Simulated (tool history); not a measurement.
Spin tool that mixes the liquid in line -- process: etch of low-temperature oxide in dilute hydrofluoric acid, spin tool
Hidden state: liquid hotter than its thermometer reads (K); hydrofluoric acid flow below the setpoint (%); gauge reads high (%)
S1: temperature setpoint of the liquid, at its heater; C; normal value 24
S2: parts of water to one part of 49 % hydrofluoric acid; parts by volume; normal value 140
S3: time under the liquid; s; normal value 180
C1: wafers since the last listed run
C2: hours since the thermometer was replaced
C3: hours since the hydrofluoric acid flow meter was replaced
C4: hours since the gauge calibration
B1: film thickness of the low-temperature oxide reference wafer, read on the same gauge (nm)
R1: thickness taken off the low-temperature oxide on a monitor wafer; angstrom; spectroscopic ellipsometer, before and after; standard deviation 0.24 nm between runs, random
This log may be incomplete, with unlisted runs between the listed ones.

run,hour,S1,S2,S3,C1,C2,C3,C4,B1,R1
1,0,24,140,180,0,448.2,244.1,404.6,80.01,237.2
2,56.2,24,140,180,315,504.4,300.3,460.8,79.97,238.5
3,81.5,24,140,180,142,529.7,325.6,486.1,79.99,235.5
4,110.2,24,140,180,161,558.4,354.3,514.8,80.01,236.3
5,150.1,24,140,95,224,598.3,394.2,554.7,79.99,126.2
6,208.4,24,140,95,327,656.6,452.5,613,79.99,124.3
7,260.2,24,140,180,291,708.4,504.3,664.8,79.99,232.5
# hour 295.3: gauge calibrated
8,321,24,140,180,341,769.2,565.1,25.7,80,232
9,391.6,24,210,180,396,839.8,635.7,96.3,79.98,142.7
10,427.1,26.5,205,180,199,875.3,671.2,131.8,80,157.9
# hour 435.1: hydrofluoric acid flow meter replaced
11,470.4,24,180,145,237,918.6,35.3,175.1,79.99,126.1
# hour 498.8: thermometer replaced
12,507.8,21,95,180,204,9,72.7,212.5,80,292.8
13,558.4,26.5,85,180,284,59.6,123.3,263.1,80.01,414.5

Predict the results of run 14:
# hour 572.5: hydrofluoric acid flow meter replaced, repeated, since the last time left the tool worse
14,593.3,24,140,180,190,94.5,20.8,298,?,?

{"run 14": {"B1": 80.03, "R1": 245.1}}
If the tool had no hidden condition, the same run with the same run-to-run variation would have returned R1 246.1 angstrom.
